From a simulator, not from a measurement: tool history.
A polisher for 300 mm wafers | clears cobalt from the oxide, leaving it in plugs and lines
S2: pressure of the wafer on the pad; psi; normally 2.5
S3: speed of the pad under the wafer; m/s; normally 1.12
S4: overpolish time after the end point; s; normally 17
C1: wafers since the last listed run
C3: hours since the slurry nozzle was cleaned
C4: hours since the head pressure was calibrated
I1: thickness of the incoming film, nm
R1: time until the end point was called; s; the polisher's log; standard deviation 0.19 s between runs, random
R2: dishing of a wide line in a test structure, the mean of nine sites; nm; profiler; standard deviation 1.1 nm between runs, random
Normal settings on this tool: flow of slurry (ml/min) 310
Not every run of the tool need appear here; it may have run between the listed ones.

run 1 day=0.000 | flow_of_slurry_(ml/min)=310 S2=2.5 S3=1.12 S4=17 | C1=0 wafers_polished_on_this_pad=1903 C3=243.8 C4=249.2 | I1=208.7 | R1=25.6 R2=60.0
run 2 day=1.521 | flow_of_slurry_(ml/min)=310 S2=2.5 S3=1.12 S4=17 | C1=282 wafers_polished_on_this_pad=2186 C3=280.3 C4=285.7 | I1=211.1 | R1=26.0 R2=61.3
-- day=5.746 worn pad replaced by a new one
run 3 day=7.325 | flow_of_slurry_(ml/min)=310 S2=2.5 S3=1.12 S4=17 | C1=1048 wafers_polished_on_this_pad=293 C3=419.6 C4=425.0 | I1=208.6 | R1=23.6 R2=61.6
run 4 day=9.350 | flow_of_slurry_(ml/min)=310 S2=2.5 S3=1.12 S4=17 | C1=376 wafers_polished_on_this_pad=670 C3=468.2 C4=473.6 | I1=208.2 | R1=24.2 R2=61.2
run 5 day=11.950 | flow_of_slurry_(ml/min)=310 S2=2.5 S3=1.12 S4=17 | C1=483 wafers_polished_on_this_pad=1153 C3=530.6 C4=536.0 | I1=212.8 | R1=24.7 R2=61.6
run 6 day=13.654 | flow_of_slurry_(ml/min)=310 S2=2.5 S3=0.94 S4=17 | C1=316 wafers_polished_on_this_pad=1470 C3=571.5 C4=576.9 | I1=210.3 | R1=29.8 R2=57.9
-- day=20.017 worn pad replaced by a new one
run 7 day=22.221 | flow_of_slurry_(ml/min)=310 S2=1.8 S3=1.12 S4=17 | C1=1561 wafers_polished_on_this_pad=409 C3=777.1 C4=782.5 | I1=208.4 | R1=32.6 R2=52.8
-- day=23.908 slurry nozzle cleaned
run 8 day=24.058 | flow_of_slurry_(ml/min)=310 S2=1.8 S3=1.12 S4=17 | C1=333 wafers_polished_on_this_pad=743 C3=3.6 C4=826.6 | I1=210.7 | R1=33.9 R2=52.9
run 9 day=25.500 | flow_of_slurry_(ml/min)=310 S2=2.5 S3=1.12 S4=17 | C1=268 wafers_polished_on_this_pad=1011 C3=38.2 C4=861.2 | I1=209.5 | R1=24.3 R2=60.8
run 10 day=28.392 | flow_of_slurry_(ml/min)=310 S2=2.5 S3=1.12 S4=17 | C1=537 wafers_polished_on_this_pad=1549 C3=107.6 C4=930.6 | I1=211.0 | R1=25.2 R2=61.2
run 11 day=30.117 | flow_of_slurry_(ml/min)=310 S2=2.5 S3=1.12 S4=24 | C1=320 wafers_polished_on_this_pad=1870 C3=149.0 C4=972.0 | I1=208.5 | R1=24.6 R2=69.2
run 12 day=31.667 | flow_of_slurry_(ml/min)=310 S2=2.5 S3=1.12 S4=24 | C1=288 wafers_polished_on_this_pad=2158 C3=186.2 C4=1009.2 | I1=208.8 | R1=25.1 R2=69.5
run 13 day=33.671 | flow_of_slurry_(ml/min)=310 S2=2.5 S3=1.12 S4=17 | C1=372 wafers_polished_on_this_pad=2530 C3=234.3 C4=1057.3 | I1=207.0 | R1=25.4 R2=60.6
-- day=35.092 worn pad replaced by a new one
run 14 day=35.325 | flow_of_slurry_(ml/min)=255 S2=2.5 S3=1.42 S4=17 | C1=276 wafers_polished_on_this_pad=43 C3=274.0 C4=1097.0 | I1=211.9 | R1=19.5 R2=66.6
run 15 day=36.679 | flow_of_slurry_(ml/min)=310 S2=2.5 S3=1.12 S4=17 | C1=251 wafers_polished_on_this_pad=295 C3=306.5 C4=1129.5 | I1=207.9 | R1=23.7 R2=61.6
-- day=37.579 head pressure recalibrated
run 16 day=39.421 | flow_of_slurry_(ml/min)=310 S2=2.5 S3=1.12 S4=17 | C1=494 wafers_polished_on_this_pad=789 C3=372.3 C4=44.2 | I1=208.0 | R1=24.4 R2=62.8
run 17 day=41.300 | flow_of_slurry_(ml/min)=250 S2=2.1 S3=1.42 S4=22 | C1=349 wafers_polished_on_this_pad=1138 C3=417.4 C4=89.3 | I1=207.0 | R1=23.7 R2=67.9
run 18 day=44.033 | flow_of_slurry_(ml/min)=230 S2=1.9 S3=1.12 S4=17 | C1=508 wafers_polished_on_this_pad=1647 C3=483.0 C4=154.9 | I1=206.6 | R1=33.9 R2=54.3
run 19 day=45.079 | flow_of_slurry_(ml/min)=230 S2=2.5 S3=1.12 S4=17 | C1=194 wafers_polished_on_this_pad=1841 C3=508.1 C4=180.0 | I1=208.0 | R1=26.2 R2=58.3
run 20 day=46.950 | flow_of_slurry_(ml/min)=270 S2=2.5 S3=1.42 S4=17 | C1=347 wafers_polished_on_this_pad=2189 C3=553.0 C4=224.9 | I1=213.7 | R1=20.9 R2=64.1
-- day=47.754 worn pad replaced by a new one
run 21 day=48.800 | flow_of_slurry_(ml/min)=405 S2=2.5 S3=1.40 S4=22 | C1=312 wafers_polished_on_this_pad=194 C3=597.4 C4=269.3 | I1=209.0 | R1=19.0 R2=69.4
run 22 day=51.571 | flow_of_slurry_(ml/min)=310 S2=2.5 S3=1.48 S4=17 | C1=515 wafers_polished_on_this_pad=709 C3=663.9 C4=335.8 | I1=206.4 | R1=18.3 R2=65.5
-- day=52.329 slurry nozzle cleaned
run 23 day=53.646 | flow_of_slurry_(ml/min)=210 S2=2.5 S3=1.36 S4=17 | C1=378 wafers_polished_on_this_pad=1087 C3=31.6 C4=385.6 | I1=209.5 | R1=21.6 R2=63.5
run 24 day=55.812 | flow_of_slurry_(ml/min)=310 S2=2.5 S3=1.12 S4=9 | C1=402 wafers_polished_on_this_pad=1490 C3=83.6 C4=437.6 | I1=208.4 | R1=25.1 R2=42.7
run 25 day=57.267 | flow_of_slurry_(ml/min)=310 S2=2.5 S3=1.00 S4=17 | C1=270 wafers_polished_on_this_pad=1761 C3=118.5 C4=472.5 | I1=209.2 | R1=28.3 R2=58.9
run 26 day=60.042 | flow_of_slurry_(ml/min)=255 S2=1.6 S3=1.34 S4=27 | C1=515 wafers_polished_on_this_pad=2276 C3=185.1 C4=539.1 | I1=212.8 | R1=35.7 R2=65.5
-- day=62.946 worn pad replaced by a new one
run 27 day=62.967 | flow_of_slurry_(ml/min)=310 S2=3.0 S3=1.12 S4=17 | C1=512 wafers_polished_on_this_pad=4 C3=255.3 C4=609.3 | I1=206.4 | R1=19.5 R2=66.0
run 28 day=63.904 | flow_of_slurry_(ml/min)=405 S2=2.9 S3=1.32 S4=12 | C1=174 wafers_polished_on_this_pad=178 C3=277.8 C4=631.8 | I1=211.2 | R1=17.3 R2=60.6
run 29 day=66.321 | flow_of_slurry_(ml/min)=310 S2=2.5 S3=1.12 S4=17 | C1=449 wafers_polished_on_this_pad=627 C3=335.8 C4=689.8 | I1=210.0 | R1=24.6 R2=59.5
run 30 day=68.558 | flow_of_slurry_(ml/min)=310 S2=2.5 S3=1.12 S4=17 | C1=415 wafers_polished_on_this_pad=1043 C3=389.5 C4=743.5 | I1=208.8 | R1=25.1 R2=61.3
run 31 day=69.617 | flow_of_slurry_(ml/min)=310 S2=2.5 S3=1.12 S4=17 | C1=196 wafers_polished_on_this_pad=1240 C3=414.9 C4=768.9 | I1=213.5 | R1=25.5 R2=61.9
run 32 day=71.896 | flow_of_slurry_(ml/min)=245 S2=2.8 S3=0.84 S4=22 | C1=423 wafers_polished_on_this_pad=1664 C3=469.6 C4=823.6 | I1=206.3 | R1=30.3 R2=59.6

Take each entry between the runs: how does the hidden state at the last listed run before it differ from the hidden state at the first listed run after it?
In the gap between runs 2 and 3: worn pad replaced by a new one (day 5.746)
  removal rate lost through wear of the pad, %: 8.65 -> 1.53
  measured value less the no-hidden-state value, R1: +2.2 -> +0.3 s; R2: -2.0 -> -0.3 nm
In the gap between runs 6 and 7: worn pad replaced by a new one (day 20.017)
  removal rate lost through wear of the pad, %: 5.87 -> 1.59
  measured value less the no-hidden-state value, R1: +1.7 -> +0.5 s; R2: -1.6 -> -0.4 nm
In the gap between runs 7 and 8: slurry nozzle cleaned (day 23.908)
  removal rate lost through wear of the pad, %: 1.59 -> 2.85
  measured value less the no-hidden-state value, R1: +0.5 -> +0.9 s; R2: -0.4 -> -0.8 nm
In the gap between runs 13 and 14: worn pad replaced by a new one (day 35.092)
  removal rate lost through wear of the pad, %: 9.43 -> 1.21
  measured value less the no-hidden-state value, R1: +2.4 -> +0.2 s; R2: -2.2 -> -0.2 nm
In the gap between runs 15 and 16: head pressure recalibrated (day 37.579)
  removal rate lost through wear of the pad, %: 2.13 -> 4.01
  measured value less the no-hidden-state value, R1: +0.5 -> +1.0 s; R2: -0.5 -> -0.9 nm
In the gap between runs 20 and 21: worn pad replaced by a new one (day 47.754)
  removal rate lost through wear of the pad, %: 9.16 -> 2.66
  measured value less the no-hidden-state value, R1: +1.9 -> +0.5 s; R2: -1.8 -> -0.3 nm
In the gap between runs 22 and 23: slurry nozzle cleaned (day 52.329)
  removal rate lost through wear of the pad, %: 4.55 -> 5.97
  measured value less the no-hidden-state value, R1: +0.9 -> +1.3 s; R2: -0.8 -> -1.2 nm
In the gap between runs 26 and 27: worn pad replaced by a new one (day 62.946)
  removal rate lost through wear of the pad, %: 10.4 -> 1.66
  measured value less the no-hidden-state value, R1: +3.7 -> +0.3 s; R2: -2.2 -> -0.3 nm
